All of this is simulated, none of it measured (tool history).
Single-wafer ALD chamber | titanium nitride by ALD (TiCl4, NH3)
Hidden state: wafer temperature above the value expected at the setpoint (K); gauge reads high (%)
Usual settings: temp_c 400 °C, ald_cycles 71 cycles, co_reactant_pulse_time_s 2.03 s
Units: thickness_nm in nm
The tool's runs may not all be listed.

| run | hour | temp_c | ald_cycles | co_reactant_pulse_time_s | wafers since the last listed run | hours since the last thermocouple change | hours since the showerhead was replaced | hours since the gauge calibration | read-back reference wafer on the same gauge, thickness_nm | thickness_nm |
|---|---|---|---|---|---|---|---|---|---|---|
| 1 | 0 | 405 | 71 | 2.03 | 0 | 1063.2 | 4324.3 | 1550.5 | 1.246 | 1.516 |
|  | 110.6 | thermocouple changed; heater temperature recalibrated |
| 2 | 146.8 | 390 | 71 | 2.03 | 551 | 36.2 | 4471.1 | 1697.3 | 1.249 | 1.495 |
| 3 | 189.4 | 390 | 71 | 2.03 | 169 | 78.8 | 4513.7 | 1739.9 | 1.248 | 1.496 |
| 4 | 249.2 | 390 | 71 | 2.03 | 237 | 138.6 | 4573.5 | 1799.7 | 1.248 | 1.503 |
| 5 | 311.1 | 400 | 71 | 2.03 | 246 | 200.5 | 4635.4 | 1861.6 | 1.25 | 1.509 |
| 6 | 354.5 | 400 | 71 | 2.03 | 172 | 243.9 | 4678.8 | 1905 | 1.252 | 1.517 |
| 7 | 426.2 | 400 | 71 | 2.23 | 285 | 315.6 | 4750.5 | 1976.7 | 1.251 | 1.532 |
| 8 | 478.5 | 394 | 71 | 2.03 | 207 | 367.9 | 4802.8 | 2029 | 1.255 | 1.511 |
| 9 | 539.2 | 394 | 71 | 2.03 | 241 | 428.6 | 4863.5 | 2089.7 | 1.255 | 1.516 |
| 10 | 672 | 394 | 71 | 2.03 | 527 | 561.4 | 4996.3 | 2222.5 | 1.257 | 1.514 |
| 11 | 719.8 | 400 | 71 | 2.03 | 190 | 609.2 | 5044.1 | 2270.3 | 1.258 | 1.522 |
| 12 | 784.2 | 400 | 71 | 2.03 | 256 | 673.6 | 5108.5 | 2334.7 | 1.259 | 1.523 |
| 13 | 817.9 | 400 | 71 | 2.03 | 133 | 707.3 | 5142.2 | 2368.4 | 1.26 | 1.527 |
| 14 | 884.1 | 400 | 60 | 2.03 | 263 | 773.5 | 5208.4 | 2434.6 | 1.26 | 1.294 |
| 15 | 949.9 | 400 | 60 | 2.03 | 261 | 839.3 | 5274.2 | 2500.4 | 1.261 | 1.296 |
|  | 985 | gauge calibrated |
| 16 | 1001.4 | 400 | 60 | 2.03 | 204 | 890.8 | 5325.7 | 16.4 | 1.223 | 1.25 |
| 17 | 1027.1 | 412 | 66 | 2.03 | 102 | 916.5 | 5351.4 | 42.1 | 1.221 | 1.382 |
| 18 | 1154.8 | 412 | 66 | 2.03 | 507 | 1044.2 | 5479.1 | 169.8 | 1.225 | 1.386 |
| 19 | 1212.9 | 400 | 71 | 2.03 | 230 | 1102.3 | 5537.2 | 227.9 | 1.226 | 1.49 |
|  | 1239.6 | thermocouple changed; heater temperature recalibrated |
| 20 | 1253.5 | 413 | 60 | 2.03 | 129 | 13.9 | 5577.8 | 268.5 | 1.225 | 1.26 |
| 21 | 1319.5 | 400 | 71 | 2.03 | 262 | 79.9 | 5643.8 | 334.5 | 1.226 | 1.482 |
| 22 | 1360.4 | 410 | 81 | 2.45 | 162 | 120.8 | 5684.7 | 375.4 | 1.227 | 1.716 |
| 23 | 1416.6 | 400 | 62 | 1.45 | 223 | 177 | 5740.9 | 431.6 | 1.23 | 1.274 |
| 24 | 1454.4 | 400 | 76 | 1.7 | 150 | 214.8 | 5778.7 | 469.4 | 1.23 | 1.591 |
| 25 | 1481.2 | 413 | 62 | 2.03 | 106 | 241.6 | 5805.5 | 496.2 | 1.23 | 1.307 |
|  | 1503.8 | showerhead replaced |
| 26 | 1513.4 | 400 | 71 | 2.03 | 96 | 273.8 | 9.6 | 528.4 | 1.23 | 1.49 |
| 27 | 1568.1 | 400 | 71 | 2.7 | 217 | 328.5 | 64.3 | 583.1 | 1.232 | 1.503 |
| 28 | 1627.9 | 411 | 71 | 2.41 | 237 | 388.3 | 124.1 | 642.9 | 1.232 | 1.505 |
| 29 | 1677.6 | 394 | 67 | 2.61 | 197 | 438 | 173.8 | 692.6 | 1.233 | 1.411 |
| 30 | 1717.5 | 389 | 71 | 1.24 | 158 | 477.9 | 213.7 | 732.5 | 1.235 | 1.452 |
| 31 | 1797.1 | 400 | 71 | 2.83 | 316 | 557.5 | 293.3 | 812.1 | 1.233 | 1.515 |
| 32 | 1846.5 | 400 | 84 | 1.32 | 196 | 606.9 | 342.7 | 861.5 | 1.235 | 1.731 |
| 33 | 1872.5 | 387 | 67 | 1.57 | 103 | 632.9 | 368.7 | 887.5 | 1.235 | 1.383 |
| 34 | 1917.9 | 400 | 71 | 2.03 | 180 | 678.3 | 414.1 | 932.9 | 1.237 | 1.497 |
| 35 | 2058.4 | 404 | 80 | 2.03 | 558 | 818.8 | 554.6 | 1073.4 | 1.24 | 1.693 |
| 36 | 2087.2 | 400 | 71 | 2.03 | 114 | 847.6 | 583.4 | 1102.2 | 1.239 | 1.501 |
| 37 | 2121.8 | 396 | 83 | 1.35 | 137 | 882.2 | 618 | 1136.8 | 1.239 | 1.724 |
| 38 | 2157.2 | 405 | 79 | 2.03 | 140 | 917.6 | 653.4 | 1172.2 | 1.24 | 1.682 |
| 39 | 2217.4 | 392 | 78 | 1.66 | 239 | 977.8 | 713.6 | 1232.4 | 1.241 | 1.633 |

Forecast each of these 5 alternatives for the next run:
| A | 2218 | 400 | 84 | 2.03 | 2 | 978.4 | 714.2 | 1233 | ? | ? |
| B | 2218 | 400 | 71 | 2.33 | 2 | 978.4 | 714.2 | 1233 | ? | ? |
| C | 2218 | 408 | 65 | 2.79 | 2 | 978.4 | 714.2 | 1233 | ? | ? |
| D | 2218 | 411 | 80 | 1.49 | 2 | 978.4 | 714.2 | 1233 | ? | ? |
| E | 2218 | 386 | 84 | 2.03 | 2 | 978.4 | 714.2 | 1233 | ? | ? |

| run | read-back reference wafer on the same gauge, thickness_nm | thickness_nm |
|---|---|---|
| A | 1.241 | 1.782 |
| B | 1.241 | 1.513 |
| C | 1.241 | 1.396 |
| D | 1.241 | 1.685 |
| E | 1.241 | 1.762 |
Without the tool's hidden state the same runs would have given:
| run | thickness_nm |
|---|---|
| A | 1.751 |
| B | 1.487 |
| C | 1.372 |
| D | 1.656 |
| E | 1.732 |
